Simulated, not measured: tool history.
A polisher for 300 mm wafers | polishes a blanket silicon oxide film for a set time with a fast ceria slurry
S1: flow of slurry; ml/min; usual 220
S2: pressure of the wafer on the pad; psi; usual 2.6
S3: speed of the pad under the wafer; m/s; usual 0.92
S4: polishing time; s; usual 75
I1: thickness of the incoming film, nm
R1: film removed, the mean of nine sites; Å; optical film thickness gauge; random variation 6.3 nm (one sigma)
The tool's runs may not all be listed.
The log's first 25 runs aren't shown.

run,day,S1,S2,S3,S4,I1,R1
26,50.879,220,2.6,0.92,90,3668.5,11652
27,53.538,270,3.4,0.92,56,3626.1,9644
# day 59.629: worn pad replaced by a new one
# day 60.279: slurry nozzle cleaned
28,61.262,220,1.8,1.14,94,3598.2,10752
29,63.329,280,2.6,0.92,66,3583.4,8973
30,66.067,250,2.6,0.92,88,3618.1,11722
31,68.338,220,2.6,0.92,75,3629.3,9849
32,69.912,220,2.6,0.92,75,3630.0,9693
33,71.733,190,2.1,1.16,82,3559.1,10468
34,73.750,155,3.3,0.76,83,3602.3,10581
35,76.071,220,3.3,0.92,75,3563.1,11749
# day 79.917: worn pad replaced by a new one
36,80.125,220,2.6,1.16,75,3662.3,12658

5 ways to go on from here, each from the tool as it stands after run 36. What would each give?
A,80.142,220,2.6,0.66,75,3610.6,?
B,80.142,220,2.6,1.06,75,3610.6,?
C,80.142,270,2.6,0.92,75,3610.6,?
D,80.142,250,2.6,0.92,75,3610.6,?
E,80.142,220,2.6,0.92,94,3610.6,?

run,R1
A,7279
B,11690
C,10367
D,10288
E,12717
Without the tool's hidden state the same runs would have given:
run,R1
A,7288
B,11704
C,10379
D,10300
E,12732
